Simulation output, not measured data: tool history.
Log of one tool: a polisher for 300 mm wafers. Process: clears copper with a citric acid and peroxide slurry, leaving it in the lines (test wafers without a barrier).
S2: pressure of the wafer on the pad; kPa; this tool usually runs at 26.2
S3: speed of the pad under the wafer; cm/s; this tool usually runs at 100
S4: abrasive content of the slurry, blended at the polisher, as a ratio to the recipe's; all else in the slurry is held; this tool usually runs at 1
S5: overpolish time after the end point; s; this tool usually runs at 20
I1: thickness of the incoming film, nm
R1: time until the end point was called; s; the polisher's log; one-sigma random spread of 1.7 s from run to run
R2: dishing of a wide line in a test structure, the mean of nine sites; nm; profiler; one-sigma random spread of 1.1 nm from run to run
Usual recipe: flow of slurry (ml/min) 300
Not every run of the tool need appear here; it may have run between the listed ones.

run 1 hour=0 | flow_of_slurry_(ml/min)=300 S2=31 S3=100 S4=0.85 S5=20 | I1=297.1 | R1=91.9 R2=51.4
run 2 hour=64 | flow_of_slurry_(ml/min)=300 S2=31 S3=100 S4=0.85 S5=20 | I1=301.4 | R1=92.6 R2=49.7
-- hour=93.7 slurry blender recalibrated
-- hour=110 slurry nozzle cleaned
-- hour=119.6 worn pad replaced by a new one
run 3 hour=153.3 | flow_of_slurry_(ml/min)=300 S2=31 S3=100 S4=0.85 S5=20 | I1=298.2 | R1=91.5 R2=52.6
run 4 hour=237.2 | flow_of_slurry_(ml/min)=300 S2=26.2 S3=100 S4=0.8 S5=17 | I1=299.9 | R1=109.9 R2=36.4
run 5 hour=294.4 | flow_of_slurry_(ml/min)=300 S2=26.2 S3=100 S4=0.8 S5=17 | I1=300.5 | R1=108.1 R2=37.6
-- hour=297.9 slurry blender recalibrated
-- hour=329.9 worn pad replaced by a new one
run 6 hour=336 | flow_of_slurry_(ml/min)=300 S2=26.2 S3=100 S4=1 S5=20 | I1=295.4 | R1=99.6 R2=43.5
run 7 hour=387.4 | flow_of_slurry_(ml/min)=300 S2=26.2 S3=100 S4=1 S5=20 | I1=303.1 | R1=105.1 R2=46.8
run 8 hour=467.3 | flow_of_slurry_(ml/min)=300 S2=26.2 S3=100 S4=1 S5=20 | I1=302 | R1=103.2 R2=45.4
-- hour=503.1 slurry nozzle cleaned
-- hour=530.8 slurry blender recalibrated
-- hour=533.4 worn pad replaced by a new one
run 9 hour=561.2 | flow_of_slurry_(ml/min)=300 S2=26.2 S3=120 S4=1 S5=20 | I1=302.7 | R1=89.1 R2=51.1
run 10 hour=636.6 | flow_of_slurry_(ml/min)=300 S2=26.2 S3=100 S4=1.25 S5=20 | I1=298.8 | R1=99.2 R2=46.3
run 11 hour=683.3 | flow_of_slurry_(ml/min)=300 S2=26.2 S3=78 S4=1 S5=20 | I1=301.8 | R1=129.1 R2=36.2
-- hour=737.5 slurry blender recalibrated
-- hour=756 worn pad replaced by a new one
-- hour=784.9 head pressure recalibrated
run 12 hour=785.4 | flow_of_slurry_(ml/min)=235 S2=22.1 S3=126 S4=1 S5=17 | I1=299.8 | R1=101.4 R2=39.1
run 13 hour=839.5 | flow_of_slurry_(ml/min)=300 S2=31.7 S3=100 S4=1 S5=20 | I1=305.9 | R1=89.3 R2=55.4
-- hour=896.4 slurry nozzle cleaned
run 14 hour=916.7 | flow_of_slurry_(ml/min)=205 S2=26.2 S3=100 S4=1 S5=20 | I1=296.7 | R1=108.6 R2=44.5
-- hour=952.5 slurry blender recalibrated
-- hour=990.4 worn pad replaced by a new one
run 15 hour=1002.7 | flow_of_slurry_(ml/min)=235 S2=26.2 S3=100 S4=1.1 S5=9 | I1=304.1 | R1=109 R2=22
run 16 hour=1078.8 | flow_of_slurry_(ml/min)=300 S2=26.2 S3=100 S4=1 S5=20 | I1=299.7 | R1=106.3 R2=45.4

Consider 5 possible next runs. They are alternatives, not a sequence: every one starts from the tool as it was left by run 16. What does each give?
run A hour=1079.3 | flow_of_slurry_(ml/min)=300 S2=26.2 S3=100 S4=1 S5=20 | I1=298.4 | R1=? R2=?
run B hour=1079.3 | flow_of_slurry_(ml/min)=300 S2=28.3 S3=100 S4=0.8 S5=20 | I1=298.4 | R1=? R2=?
run C hour=1079.3 | flow_of_slurry_(ml/min)=300 S2=26.2 S3=100 S4=1 S5=14 | I1=298.4 | R1=? R2=?
run D hour=1079.3 | flow_of_slurry_(ml/min)=300 S2=26.2 S3=80 S4=1 S5=20 | I1=298.4 | R1=? R2=?
run E hour=1079.3 | flow_of_slurry_(ml/min)=300 S2=29.6 S3=100 S4=1 S5=20 | I1=298.4 | R1=? R2=?

run=A R1=103.3 R2=45.1
run=B R1=101.6 R2=45.9
run=C R1=103.3 R2=32.9
run=D R1=126.4 R2=37.8
run=E R1=91.6 R2=50.3
With no hidden state in the tool, these same runs would have given:
run=A R1=103.3 R2=45.1
run=B R1=101.6 R2=45.9
run=C R1=103.3 R2=32.9
run=D R1=126.4 R2=37.8
run=E R1=91.6 R2=50.3
